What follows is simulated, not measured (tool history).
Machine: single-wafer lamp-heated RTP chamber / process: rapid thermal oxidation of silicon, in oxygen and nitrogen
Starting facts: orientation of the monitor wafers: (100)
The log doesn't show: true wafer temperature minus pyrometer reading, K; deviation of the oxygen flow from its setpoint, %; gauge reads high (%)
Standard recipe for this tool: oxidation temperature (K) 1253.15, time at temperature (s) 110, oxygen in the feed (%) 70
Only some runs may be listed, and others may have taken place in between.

| run | hour | oxidation temperature (K) | time at temperature (s) | oxygen in the feed (%) | wafers since the last listed run | wafers since the last pyrometer calibration | hours since the oxygen flow controller was replaced | hours since the gauge calibration | read-back reference wafer on the same gauge, thickness | oxide thickness on the monitor wafer (Å) |
|---|---|---|---|---|---|---|---|---|---|---|
| 1 | 0 | 1229.15 | 110 | 70 | 0 | 3616 | 3237.2 | 432.1 | 6.27 | 46.83 |
| 2 | 33.6 | 1229.15 | 110 | 70 | 301 | 3918 | 3270.8 | 465.7 | 6.27 | 47.01 |
| 3 | 56.3 | 1229.15 | 110 | 70 | 203 | 4122 | 3293.5 | 488.4 | 6.271 | 46.92 |
| 4 | 91.5 | 1253.15 | 110 | 70 | 316 | 4438 | 3328.7 | 523.6 | 6.27 | 56.35 |
| 5 | 117 | 1253.15 | 110 | 70 | 229 | 4667 | 3354.2 | 549.1 | 6.269 | 56.36 |
| 6 | 142.8 | 1253.15 | 110 | 70 | 231 | 4899 | 3380 | 574.9 | 6.269 | 56.64 |
|  | 149 | gauge calibrated |
| 7 | 169.9 | 1253.15 | 110 | 70 | 243 | 5143 | 3407.1 | 20.9 | 6.269 | 56.69 |
| 8 | 201.8 | 1253.15 | 110 | 70 | 286 | 5429 | 3439 | 52.8 | 6.27 | 56.59 |
| 9 | 229.4 | 1253.15 | 110 | 70 | 247 | 5677 | 3466.6 | 80.4 | 6.267 | 56.72 |
|  | 247.9 | oxygen flow controller replaced |
| 10 | 257.5 | 1253.15 | 110 | 70 | 180 | 5858 | 9.6 | 108.5 | 6.27 | 56.85 |
| 11 | 279.5 | 1253.15 | 110 | 70 | 197 | 6055 | 31.6 | 130.5 | 6.268 | 56.97 |
| 12 | 304.7 | 1253.15 | 110 | 70 | 226 | 6282 | 56.8 | 155.7 | 6.269 | 56.82 |
|  | 324.3 | pyrometer window cleaned and pyrometer calibrated |
| 13 | 324.8 | 1253.15 | 110 | 70 | 108 | 4 | 76.9 | 175.8 | 6.269 | 55.85 |
| 14 | 334.5 | 1253.15 | 110 | 70 | 87 | 91 | 86.6 | 185.5 | 6.27 | 55.68 |
| 15 | 369.7 | 1253.15 | 110 | 70 | 316 | 407 | 121.8 | 220.7 | 6.27 | 55.69 |
| 16 | 393.6 | 1266.15 | 140 | 96 | 214 | 622 | 145.7 | 244.6 | 6.273 | 76.84 |
| 17 | 423.3 | 1253.15 | 133 | 94 | 266 | 889 | 175.4 | 274.3 | 6.269 | 67.44 |
| 18 | 450.4 | 1275.15 | 110 | 56 | 243 | 1132 | 202.5 | 301.4 | 6.269 | 60.59 |
| 19 | 477.6 | 1253.15 | 110 | 70 | 244 | 1377 | 229.7 | 328.6 | 6.269 | 55.88 |
| 20 | 492.2 | 1253.15 | 140 | 70 | 131 | 1508 | 244.3 | 343.2 | 6.272 | 61.98 |
| 21 | 509.4 | 1271.15 | 110 | 98 | 154 | 1662 | 261.5 | 360.4 | 6.27 | 72.02 |
| 22 | 534.4 | 1253.15 | 154 | 70 | 224 | 1887 | 286.5 | 385.4 | 6.273 | 65.19 |
| 23 | 564 | 1253.15 | 110 | 70 | 265 | 2153 | 316.1 | 415 | 6.272 | 55.9 |
|  | 587 | gauge calibrated |
| 24 | 589.4 | 1253.15 | 110 | 70 | 228 | 2381 | 341.5 | 2.4 | 6.267 | 55.86 |
| 25 | 621.2 | 1223.15 | 135 | 96 | 285 | 2667 | 373.3 | 34.2 | 6.27 | 54.29 |
| 26 | 649.2 | 1253.15 | 76 | 78 | 251 | 2918 | 401.3 | 62.2 | 6.271 | 49.5 |
| 27 | 680.8 | 1253.15 | 110 | 70 | 283 | 3202 | 432.9 | 93.8 | 6.272 | 56.03 |
| 28 | 707.4 | 1265.15 | 126 | 98 | 238 | 3441 | 459.5 | 120.4 | 6.27 | 73.63 |
| 29 | 725 | 1269.15 | 110 | 98 | 158 | 3599 | 477.1 | 138 | 6.269 | 71.3 |
| 30 | 737.5 | 1241.15 | 155 | 70 | 112 | 3712 | 489.6 | 150.5 | 6.268 | 59.68 |
| 31 | 772.9 | 1253.15 | 68 | 85 | 318 | 4030 | 525 | 185.9 | 6.271 | 48.51 |

Consider 3 possible next runs. They are alternatives, not a sequence: every one starts from the tool as it was left by run 31. What does each give?
| A | 773.3 | 1253.15 | 139 | 70 | 3 | 4033 | 525.4 | 186.3 | ? | ? |
| B | 773.3 | 1253.15 | 56 | 70 | 3 | 4033 | 525.4 | 186.3 | ? | ? |
| C | 773.3 | 1279.15 | 110 | 70 | 3 | 4033 | 525.4 | 186.3 | ? | ? |

| run | read-back reference wafer on the same gauge, thickness | oxide thickness on the monitor wafer (Å) |
|---|---|---|
| A | 6.271 | 62.61 |
| B | 6.271 | 42.14 |
| C | 6.271 | 68.32 |
With no hidden state in the tool, these same runs would have given:
| run | oxide thickness on the monitor wafer (Å) |
|---|---|
| A | 61.95 |
| B | 41.72 |
| C | 67.62 |
